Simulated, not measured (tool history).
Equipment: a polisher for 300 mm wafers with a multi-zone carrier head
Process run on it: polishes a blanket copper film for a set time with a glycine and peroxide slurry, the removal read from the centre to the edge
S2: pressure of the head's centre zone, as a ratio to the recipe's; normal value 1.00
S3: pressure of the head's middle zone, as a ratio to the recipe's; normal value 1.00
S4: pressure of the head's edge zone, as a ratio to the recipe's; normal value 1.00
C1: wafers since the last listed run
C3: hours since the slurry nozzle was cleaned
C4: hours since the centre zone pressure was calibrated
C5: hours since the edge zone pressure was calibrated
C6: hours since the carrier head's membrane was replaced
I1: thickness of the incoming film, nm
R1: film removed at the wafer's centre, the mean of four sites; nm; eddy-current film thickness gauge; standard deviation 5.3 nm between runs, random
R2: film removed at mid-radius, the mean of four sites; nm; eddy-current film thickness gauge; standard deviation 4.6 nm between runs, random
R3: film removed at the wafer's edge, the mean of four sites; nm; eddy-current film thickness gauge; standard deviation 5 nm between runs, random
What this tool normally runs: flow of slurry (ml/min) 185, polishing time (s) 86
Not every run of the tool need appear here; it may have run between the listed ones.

{"run": 1, "hour": 0.0, "flow of slurry (ml/min)": 185, "S2": 1.0, "S3": 1.0, "S4": 1.0, "polishing time (s)": 86, "C1": 0, "wafers polished on this pad": 462, "C3": 47.5, "C4": 318.8, "C5": 23.0, "C6": 1874.4, "I1": 1521.3, "R1": 426.1, "R2": 387.4, "R3": 382.1}
{"run": 2, "hour": 35.5, "flow of slurry (ml/min)": 185, "S2": 1.0, "S3": 1.0, "S4": 1.0, "polishing time (s)": 86, "C1": 429, "wafers polished on this pad": 891, "C3": 83.0, "C4": 354.3, "C5": 58.5, "C6": 1909.9, "I1": 1506.2, "R1": 428.9, "R2": 372.5, "R3": 373.2}
{"run": 3, "hour": 61.1, "flow of slurry (ml/min)": 185, "S2": 1.0, "S3": 1.0, "S4": 1.0, "polishing time (s)": 86, "C1": 309, "wafers polished on this pad": 1200, "C3": 108.6, "C4": 379.9, "C5": 84.1, "C6": 1935.5, "I1": 1489.9, "R1": 418.6, "R2": 371.4, "R3": 369.4}
{"run": 4, "hour": 78.3, "flow of slurry (ml/min)": 185, "S2": 1.0, "S3": 1.0, "S4": 1.0, "polishing time (s)": 86, "C1": 207, "wafers polished on this pad": 1408, "C3": 125.8, "C4": 397.1, "C5": 101.3, "C6": 1952.7, "I1": 1504.7, "R1": 407.6, "R2": 364.9, "R3": 374.8}
{"hour": 105.2, "done": "carrier head's membrane replaced by a new one"}
{"run": 5, "hour": 105.7, "flow of slurry (ml/min)": 230, "S2": 1.0, "S3": 1.06, "S4": 1.0, "polishing time (s)": 86, "C1": 270, "wafers polished on this pad": 1679, "C3": 153.2, "C4": 424.5, "C5": 128.7, "C6": 0.5, "I1": 1508.4, "R1": 412.6, "R2": 390.3, "R3": 367.5}
{"hour": 107.8, "done": "centre zone pressure recalibrated"}
{"hour": 112.2, "done": "worn pad replaced by a new one"}
{"run": 6, "hour": 117.9, "flow of slurry (ml/min)": 185, "S2": 0.91, "S3": 0.93, "S4": 1.0, "polishing time (s)": 60, "C1": 74, "wafers polished on this pad": 68, "C3": 165.4, "C4": 10.1, "C5": 140.9, "C6": 12.7, "I1": 1517.2, "R1": 242.5, "R2": 253.8, "R3": 272.1}
{"run": 7, "hour": 135.4, "flow of slurry (ml/min)": 185, "S2": 1.0, "S3": 1.0, "S4": 1.0, "polishing time (s)": 86, "C1": 211, "wafers polished on this pad": 280, "C3": 182.9, "C4": 27.6, "C5": 158.4, "C6": 30.2, "I1": 1504.7, "R1": 383.6, "R2": 379.0, "R3": 376.4}
{"hour": 140.4, "done": "slurry nozzle cleaned"}
{"run": 8, "hour": 155.9, "flow of slurry (ml/min)": 185, "S2": 1.0, "S3": 0.88, "S4": 0.97, "polishing time (s)": 86, "C1": 235, "wafers polished on this pad": 515, "C3": 15.5, "C4": 48.1, "C5": 178.9, "C6": 50.7, "I1": 1527.5, "R1": 386.8, "R2": 338.0, "R3": 370.1}
{"run": 9, "hour": 191.8, "flow of slurry (ml/min)": 185, "S2": 1.05, "S3": 1.0, "S4": 1.0, "polishing time (s)": 86, "C1": 433, "wafers polished on this pad": 949, "C3": 51.4, "C4": 84.0, "C5": 214.8, "C6": 86.6, "I1": 1506.0, "R1": 395.5, "R2": 366.5, "R3": 369.9}
{"run": 10, "hour": 224.6, "flow of slurry (ml/min)": 185, "S2": 0.93, "S3": 1.0, "S4": 1.0, "polishing time (s)": 86, "C1": 396, "wafers polished on this pad": 1346, "C3": 84.2, "C4": 116.8, "C5": 247.6, "C6": 119.4, "I1": 1493.6, "R1": 358.9, "R2": 358.6, "R3": 358.0}
{"run": 11, "hour": 241.3, "flow of slurry (ml/min)": 240, "S2": 1.05, "S3": 0.96, "S4": 1.12, "polishing time (s)": 86, "C1": 201, "wafers polished on this pad": 1547, "C3": 100.9, "C4": 133.5, "C5": 264.3, "C6": 136.1, "I1": 1479.8, "R1": 413.9, "R2": 351.4, "R3": 383.5}
{"run": 12, "hour": 270.0, "flow of slurry (ml/min)": 165, "S2": 1.06, "S3": 1.0, "S4": 1.0, "polishing time (s)": 86, "C1": 346, "wafers polished on this pad": 1894, "C3": 129.6, "C4": 162.2, "C5": 293.0, "C6": 164.8, "I1": 1496.1, "R1": 378.9, "R2": 331.8, "R3": 348.8}
{"run": 13, "hour": 290.0, "flow of slurry (ml/min)": 150, "S2": 1.0, "S3": 0.95, "S4": 0.91, "polishing time (s)": 86, "C1": 241, "wafers polished on this pad": 2136, "C3": 149.6, "C4": 182.2, "C5": 313.0, "C6": 184.8, "I1": 1527.3, "R1": 351.4, "R2": 312.4, "R3": 317.9}
{"hour": 316.8, "done": "worn pad replaced by a new one"}
{"run": 14, "hour": 323.0, "flow of slurry (ml/min)": 185, "S2": 1.08, "S3": 1.08, "S4": 1.0, "polishing time (s)": 64, "C1": 350, "wafers polished on this pad": 74, "C3": 182.6, "C4": 215.2, "C5": 346.0, "C6": 217.8, "I1": 1469.5, "R1": 332.1, "R2": 296.8, "R3": 283.9}
{"run": 15, "hour": 340.5, "flow of slurry (ml/min)": 185, "S2": 1.0, "S3": 1.0, "S4": 1.0, "polishing time (s)": 86, "C1": 211, "wafers polished on this pad": 285, "C3": 200.1, "C4": 232.7, "C5": 363.5, "C6": 235.3, "I1": 1504.1, "R1": 412.3, "R2": 378.1, "R3": 381.4}
{"hour": 350.3, "done": "slurry nozzle cleaned"}
{"run": 16, "hour": 356.2, "flow of slurry (ml/min)": 125, "S2": 1.0, "S3": 1.0, "S4": 1.0, "polishing time (s)": 66, "C1": 177, "wafers polished on this pad": 463, "C3": 5.9, "C4": 248.4, "C5": 379.2, "C6": 251.0, "I1": 1512.1, "R1": 289.6, "R2": 262.0, "R3": 271.9}
{"run": 17, "hour": 383.0, "flow of slurry (ml/min)": 185, "S2": 1.0, "S3": 1.0, "S4": 1.0, "polishing time (s)": 86, "C1": 323, "wafers polished on this pad": 787, "C3": 32.7, "C4": 275.2, "C5": 406.0, "C6": 277.8, "I1": 1525.8, "R1": 414.7, "R2": 360.1, "R3": 361.9}
{"run": 18, "hour": 410.7, "flow of slurry (ml/min)": 185, "S2": 1.0, "S3": 1.0, "S4": 1.0, "polishing time (s)": 86, "C1": 334, "wafers polished on this pad": 1122, "C3": 60.4, "C4": 302.9, "C5": 433.7, "C6": 305.5, "I1": 1507.8, "R1": 389.5, "R2": 357.0, "R3": 355.8}
{"run": 19, "hour": 431.3, "flow of slurry (ml/min)": 185, "S2": 1.0, "S3": 1.06, "S4": 0.96, "polishing time (s)": 98, "C1": 248, "wafers polished on this pad": 1371, "C3": 81.0, "C4": 323.5, "C5": 454.3, "C6": 326.1, "I1": 1521.3, "R1": 443.8, "R2": 413.5, "R3": 393.4}
{"run": 20, "hour": 461.6, "flow of slurry (ml/min)": 185, "S2": 1.0, "S3": 0.89, "S4": 1.0, "polishing time (s)": 98, "C1": 366, "wafers polished on this pad": 1737, "C3": 111.3, "C4": 353.8, "C5": 484.6, "C6": 356.4, "I1": 1486.7, "R1": 445.3, "R2": 366.7, "R3": 385.4}
{"hour": 481.2, "done": "worn pad replaced by a new one"}
{"run": 21, "hour": 495.0, "flow of slurry (ml/min)": 185, "S2": 1.0, "S3": 1.0, "S4": 1.0, "polishing time (s)": 86, "C1": 355, "wafers polished on this pad": 167, "C3": 144.7, "C4": 387.2, "C5": 518.0, "C6": 389.8, "I1": 1528.8, "R1": 426.8, "R2": 389.4, "R3": 385.1}
{"hour": 516.4, "done": "centre zone pressure recalibrated"}
{"hour": 530.7, "done": "slurry nozzle cleaned"}
{"run": 22, "hour": 566.9, "flow of slurry (ml/min)": 185, "S2": 0.89, "S3": 0.93, "S4": 1.0, "polishing time (s)": 86, "C1": 832, "wafers polished on this pad": 999, "C3": 36.2, "C4": 50.5, "C5": 589.9, "C6": 461.7, "I1": 1523.9, "R1": 334.7, "R2": 344.5, "R3": 367.3}

Predict each of these 4 candidate next runs independently; none follows another, all start after run 22:
{"run": "A", "hour": 567.3, "flow of slurry (ml/min)": 185, "S2": 1.0, "S3": 1.0, "S4": 1.0, "polishing time (s)": 86, "C1": 4, "wafers polished on this pad": 1004, "C3": 36.6, "C4": 50.9, "C5": 590.3, "C6": 462.1, "I1": 1511.4, "R1": "?", "R2": "?", "R3": "?"}
{"run": "B", "hour": 567.3, "flow of slurry (ml/min)": 185, "S2": 1.07, "S3": 1.06, "S4": 1.0, "polishing time (s)": 86, "C1": 4, "wafers polished on this pad": 1004, "C3": 36.6, "C4": 50.9, "C5": 590.3, "C6": 462.1, "I1": 1511.4, "R1": "?", "R2": "?", "R3": "?"}
{"run": "C", "hour": 567.3, "flow of slurry (ml/min)": 240, "S2": 1.0, "S3": 1.0, "S4": 1.0, "polishing time (s)": 59, "C1": 4, "wafers polished on this pad": 1004, "C3": 36.6, "C4": 50.9, "C5": 590.3, "C6": 462.1, "I1": 1511.4, "R1": "?", "R2": "?", "R3": "?"}
{"run": "D", "hour": 567.3, "flow of slurry (ml/min)": 140, "S2": 0.93, "S3": 1.04, "S4": 1.12, "polishing time (s)": 86, "C1": 4, "wafers polished on this pad": 1004, "C3": 36.6, "C4": 50.9, "C5": 590.3, "C6": 462.1, "I1": 1511.4, "R1": "?", "R2": "?", "R3": "?"}

run=A R1=381.3 R2=375.0 R3=359.2
run=B R1=407.2 R2=392.9 R3=359.0
run=C R1=273.1 R2=267.3 R3=253.6
run=D R1=333.8 R2=366.0 R3=364.7
Had the tool no hidden state, the same runs would have come out as:
run=A R1=395.0 R2=402.2 R3=385.2
run=B R1=421.8 R2=421.4 R3=384.9
run=C R1=282.8 R2=286.7 R3=271.9
run=D R1=345.7 R2=392.5 R3=391.1

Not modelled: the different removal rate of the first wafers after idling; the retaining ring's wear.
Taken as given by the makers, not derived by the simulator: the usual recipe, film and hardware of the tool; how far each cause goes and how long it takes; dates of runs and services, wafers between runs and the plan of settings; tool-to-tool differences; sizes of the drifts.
